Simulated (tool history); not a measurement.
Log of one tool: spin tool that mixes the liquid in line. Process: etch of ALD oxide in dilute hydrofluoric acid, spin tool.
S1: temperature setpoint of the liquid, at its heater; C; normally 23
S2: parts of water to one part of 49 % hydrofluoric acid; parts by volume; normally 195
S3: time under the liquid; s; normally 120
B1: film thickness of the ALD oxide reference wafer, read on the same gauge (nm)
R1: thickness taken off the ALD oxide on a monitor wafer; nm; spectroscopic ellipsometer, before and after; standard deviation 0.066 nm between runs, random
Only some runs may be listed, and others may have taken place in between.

Run 1, hour 0: usual settings but S3 170 s; B1 110.02. Result: R1 15.93 nm.
Run 2, hour 101: usual settings but S3 75 s; B1 109.99. Result: R1 6.96 nm.
Run 3, hour 155: usual settings but S3 75 s; B1 109.99. Result: R1 6.95 nm.
Run 4, hour 227.8: usual settings but S1 20 C, S3 75 s; B1 110.01. Result: R1 6.13 nm.
At hour 415.9: thermometer replaced.
Run 5, hour 500.2: usual settings but S1 20 C, S3 75 s; B1 109.99. Result: R1 5.81 nm.
Run 6, hour 543.9: usual settings but S1 20 C, S3 75 s; B1 110.02. Result: R1 5.93 nm.
Run 7, hour 588.5: usual settings; B1 110. Result: R1 10.5 nm.
Run 8, hour 629.7: usual settings; B1 110.01. Result: R1 10.5 nm.
At hour 679: hydrofluoric acid flow meter replaced.
Run 9, hour 683.4: usual settings; B1 110.01. Result: R1 10.62 nm.
Run 10, hour 832.4: usual settings but S2 145 parts by volume; B1 110. Result: R1 14.76 nm.
Run 11, hour 872.7: usual settings; B1 110.01. Result: R1 10.51 nm.
Run 12, hour 946.7: usual settings; B1 110.02. Result: R1 10.41 nm.
Run 13, hour 1017.4: usual settings but S1 27.5 C, S3 150 s; B1 110.01. Result: R1 15.5 nm.
Run 14, hour 1054.6: usual settings but S1 18.5 C, S2 130 parts by volume, S3 145 s; B1 109.97. Result: R1 16.9 nm.
Run 15, hour 1109.4: usual settings but S3 70 s; B1 110. Result: R1 6.04 nm.
Run 16, hour 1199: usual settings but S1 18.5 C, S2 280 parts by volume; B1 109.99. Result: R1 5.59 nm.
At hour 1203: thermometer replaced, repeated, since the last time left the tool worse.
Run 17, hour 1271.4: usual settings; B1 109.99. Result: R1 11.41 nm.
Run 18, hour 1367.9: usual settings but S1 27.5 C, S2 245 parts by volume, S3 75 s; B1 110.01. Result: R1 6.41 nm.
Run 19, hour 1425.2: usual settings but S1 20 C, S3 75 s; B1 109.97. Result: R1 6.32 nm.
Run 20, hour 1466.1: usual settings but S3 50 s; B1 110. Result: R1 4.78 nm.
Run 21, hour 1528.7: usual settings; B1 109.97. Result: R1 11.45 nm.
Run 22, hour 1600.3: usual settings but S1 19.5 C, S3 80 s; B1 110.02. Result: R1 6.66 nm.
At hour 1620.8: gauge calibrated.
Run 23, hour 1691: usual settings; B1 109.99. Result: R1 11.44 nm.
Run 24, hour 1793.2: usual settings but S1 18.5 C, S2 125 parts by volume, S3 50 s; B1 109.99. Result: R1 6.66 nm.
Run 25, hour 1886.7: usual settings but S1 25.5 C, S2 285 parts by volume, S3 140 s; B1 109.98. Result: R1 9.07 nm.
Run 26, hour 1957.4: usual settings; B1 109.97. Result: R1 11.33 nm.
Run 27, hour 2000.5: usual settings but S2 160 parts by volume; B1 110. Result: R1 14.3 nm.
Run 28, hour 2108.4: usual settings but S1 18.5 C, S3 60 s; B1 110.02. Result: R1 4.79 nm.
Run 29, hour 2175.7: usual settings but S1 20 C; B1 109.99. Result: R1 10.04 nm.
At hour 2224.7: hydrofluoric acid flow meter replaced.
Run 30, hour 2266.7: usual settings but S1 28 C; B1 110.01. Result: R1 13.43 nm.
Run 31, hour 2350.5: usual settings; B1 109.99. Result: R1 11.23 nm.
Run 32, hour 2433.1: usual settings but S1 27 C, S2 270 parts by volume, S3 145 s; B1 110.02. Result: R1 10.54 nm.
Run 33, hour 2471.4: usual settings; B1 109.99. Result: R1 11.2 nm.
Run 34, hour 2519.6: usual settings; B1 110. Result: R1 11.28 nm.

Subtracting, for every run, the result it would have given without the tool's unlogged condition from the measured result gives the following. The same run-to-run variation enters both numbers; the gauge's scatter may not:
Hidden state at play: liquid colder than its thermometer reads (K); hydrofluoric acid flow above the setpoint (%); gauge reads high (%).
run     R1
  1  -0.59
  2  -0.27
  3  -0.28
  4  -0.27
  5  -0.58
  6  -0.59
  7  -1.03
  8  -1.05
  9  -1.06
 10  -1.59
 11   -1.1
 12  -1.11
 13  -1.59
 14  -2.01
 15  -0.67
 16  -0.63
 17   -0.1
 18  -0.06
 19  -0.08
 20  -0.06
 21  -0.16
 22  -0.11
 23   -0.2
 24  -0.14
 25  -0.17
 26  -0.26
 27  -0.35
 28  -0.13
 29  -0.28
 30  -0.37
 31  -0.35
 32  -0.32
 33  -0.38
 34  -0.39
